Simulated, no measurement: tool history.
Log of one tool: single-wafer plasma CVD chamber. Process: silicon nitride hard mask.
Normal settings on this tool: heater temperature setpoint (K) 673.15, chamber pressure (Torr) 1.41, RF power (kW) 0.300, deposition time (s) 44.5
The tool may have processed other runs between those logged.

| run | day | heater temperature setpoint (K) | chamber pressure (Torr) | RF power (kW) | deposition time (s) | read-back reference wafer on the same gauge, thickness_nm | mean film thickness on the monitor wafer (Å) |
|---|---|---|---|---|---|---|---|
| 1 | 0.000 | 677.15 | 1.41 | 0.270 | 44.5 | 51.479 | 406.52 |
| 2 | 1.467 | 677.15 | 1.41 | 0.270 | 44.5 | 51.494 | 406.87 |
| 3 | 2.521 | 673.15 | 1.41 | 0.270 | 44.5 | 51.496 | 407.98 |
| 4 | 3.471 | 680.15 | 1.41 | 0.300 | 44.5 | 51.488 | 434.84 |
| 5 | 4.238 | 680.15 | 1.41 | 0.300 | 44.5 | 51.512 | 434.12 |
| 6 | 5.467 | 680.15 | 1.41 | 0.300 | 44.5 | 51.497 | 433.75 |
| 7 | 7.246 | 673.15 | 1.41 | 0.300 | 39.7 | 51.513 | 386.77 |
|  | 7.354 | gauge calibrated |
| 8 | 8.429 | 673.15 | 1.26 | 0.285 | 44.5 | 51.508 | 409.97 |
|  | 9.338 | thermocouple changed; heater temperature recalibrated |
| 9 | 9.708 | 673.15 | 1.07 | 0.320 | 51.0 | 51.507 | 489.48 |
|  | 10.558 | showerhead replaced |
|  | 10.733 | RF generator calibrated |
|  | 10.771 | capacitance manometer re-zeroed and calibrated |
| 10 | 11.175 | 688.15 | 1.30 | 0.325 | 50.8 | 51.509 | 539.00 |
| 11 | 11.762 | 660.15 | 1.55 | 0.300 | 36.9 | 51.484 | 390.97 |
| 12 | 13.142 | 673.15 | 1.41 | 0.250 | 44.5 | 51.492 | 408.94 |
| 13 | 14.446 | 678.15 | 1.31 | 0.300 | 39.4 | 51.476 | 400.11 |
| 14 | 15.421 | 673.15 | 1.41 | 0.300 | 44.5 | 51.511 | 459.18 |

Branching from run 14: 4 alternative next runs. What would each branch give?
| A | 15.438 | 673.15 | 1.41 | 0.300 | 44.5 | ? | ? |
| B | 15.438 | 673.15 | 1.41 | 0.320 | 49.9 | ? | ? |
| C | 15.438 | 662.15 | 1.14 | 0.255 | 35.8 | ? | ? |
| D | 15.438 | 673.15 | 1.51 | 0.255 | 36.0 | ? | ? |

| run | read-back reference wafer on the same gauge, thickness_nm | mean film thickness on the monitor wafer (Å) |
|---|---|---|
| A | 51.528 | 459.11 |
| B | 51.528 | 535.72 |
| C | 51.528 | 320.60 |
| D | 51.528 | 339.40 |
With no hidden state in the tool, these same runs would have given:
| run | mean film thickness on the monitor wafer (Å) |
|---|---|
| A | 461.41 |
| B | 538.32 |
| C | 322.27 |
| D | 341.17 |

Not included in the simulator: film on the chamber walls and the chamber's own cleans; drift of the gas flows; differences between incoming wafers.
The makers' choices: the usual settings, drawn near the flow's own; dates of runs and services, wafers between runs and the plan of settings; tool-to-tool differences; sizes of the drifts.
